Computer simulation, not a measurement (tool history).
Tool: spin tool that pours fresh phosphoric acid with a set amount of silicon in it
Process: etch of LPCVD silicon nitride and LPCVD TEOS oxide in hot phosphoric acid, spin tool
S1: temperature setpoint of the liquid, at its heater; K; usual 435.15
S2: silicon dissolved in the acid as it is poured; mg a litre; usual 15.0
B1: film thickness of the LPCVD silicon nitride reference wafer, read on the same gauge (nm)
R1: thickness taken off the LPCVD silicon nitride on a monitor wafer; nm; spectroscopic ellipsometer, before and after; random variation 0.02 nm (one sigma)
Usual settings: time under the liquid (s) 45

run 1 day=0.000 | S1=435.15 S2=15.0 time_under_the_liquid_(s)=30 | B1=50.011 | R1=2.341
-- day=0.771 thermometer replaced
run 2 day=1.725 | S1=435.15 S2=15.0 time_under_the_liquid_(s)=45 | B1=50.049 | R1=3.731
run 3 day=3.450 | S1=435.15 S2=15.0 time_under_the_liquid_(s)=45 | B1=49.966 | R1=3.746
-- day=4.800 heated supply line repaired
run 4 day=7.125 | S1=435.15 S2=15.0 time_under_the_liquid_(s)=45 | B1=50.000 | R1=3.731
run 5 day=11.321 | S1=434.15 S2=4.0 time_under_the_liquid_(s)=50 | B1=49.988 | R1=4.011
-- day=13.046 dissolved silicon flow meter replaced
run 6 day=14.833 | S1=433.65 S2=23.0 time_under_the_liquid_(s)=30 | B1=50.011 | R1=2.368
run 7 day=16.712 | S1=435.15 S2=10.5 time_under_the_liquid_(s)=70 | B1=49.989 | R1=5.760
run 8 day=20.288 | S1=432.65 S2=15.0 time_under_the_liquid_(s)=45 | B1=49.984 | R1=3.391
run 9 day=23.858 | S1=432.65 S2=24.0 time_under_the_liquid_(s)=45 | B1=49.985 | R1=3.397
run 10 day=28.229 | S1=435.15 S2=5.5 time_under_the_liquid_(s)=20 | B1=50.026 | R1=1.644
run 11 day=31.604 | S1=435.15 S2=15.0 time_under_the_liquid_(s)=45 | B1=50.005 | R1=3.666
run 12 day=34.829 | S1=435.15 S2=15.0 time_under_the_liquid_(s)=45 | B1=49.990 | R1=3.648
-- day=35.654 heated supply line repaired
run 13 day=37.854 | S1=437.65 S2=21.0 time_under_the_liquid_(s)=65 | B1=49.990 | R1=5.707
-- day=40.562 dissolved silicon flow meter replaced
run 14 day=41.246 | S1=437.65 S2=10.5 time_under_the_liquid_(s)=45 | B1=49.975 | R1=3.943
run 15 day=45.512 | S1=435.15 S2=15.0 time_under_the_liquid_(s)=45 | B1=49.998 | R1=3.603
run 16 day=47.883 | S1=437.15 S2=11.5 time_under_the_liquid_(s)=35 | B1=50.019 | R1=3.040
run 17 day=52.096 | S1=433.65 S2=6.5 time_under_the_liquid_(s)=20 | B1=49.997 | R1=1.519
run 18 day=55.283 | S1=435.15 S2=15.0 time_under_the_liquid_(s)=45 | B1=50.003 | R1=3.614
run 19 day=58.175 | S1=433.65 S2=23.0 time_under_the_liquid_(s)=30 | B1=49.956 | R1=2.281
run 20 day=60.821 | S1=435.15 S2=15.0 time_under_the_liquid_(s)=45 | B1=49.977 | R1=3.622
run 21 day=62.383 | S1=437.65 S2=15.0 time_under_the_liquid_(s)=60 | B1=50.007 | R1=5.229
-- day=63.233 dissolved silicon flow meter replaced
run 22 day=66.462 | S1=435.15 S2=21.0 time_under_the_liquid_(s)=45 | B1=49.987 | R1=3.591

Some steps in R1 between neighbouring runs. How much of each would the tool show without its hidden state too (settings, what came in, random variation), and how much is left for the hidden state, with any gauge scatter that isn't in both results?
The hidden state here: liquid colder than its thermometer reads (K); dissolved silicon flow below the setpoint (%); temperature lost on the way to the wafer (K); gauge reads high (%).
Run 1 -> 2: time under the liquid (s) 30 -> 45, thermometer replaced. R1 +1.390 nm: hidden state +0.156, all else +1.234.
Run 6 -> 7: S1 433.65 -> 435.15, S2 23.0 -> 10.5, time under the liquid (s) 30 -> 70. R1 +3.392 nm: hidden state -0.083, all else +3.475.
Run 7 -> 8: S1 435.15 -> 432.65, S2 10.5 -> 15.0, time under the liquid (s) 70 -> 45. R1 -2.369 nm: hidden state +0.045, all else -2.414.
Run 17 -> 18: S1 433.65 -> 435.15, S2 6.5 -> 15.0, time under the liquid (s) 20 -> 45. R1 +2.095 nm: hidden state -0.115, all else +2.210.
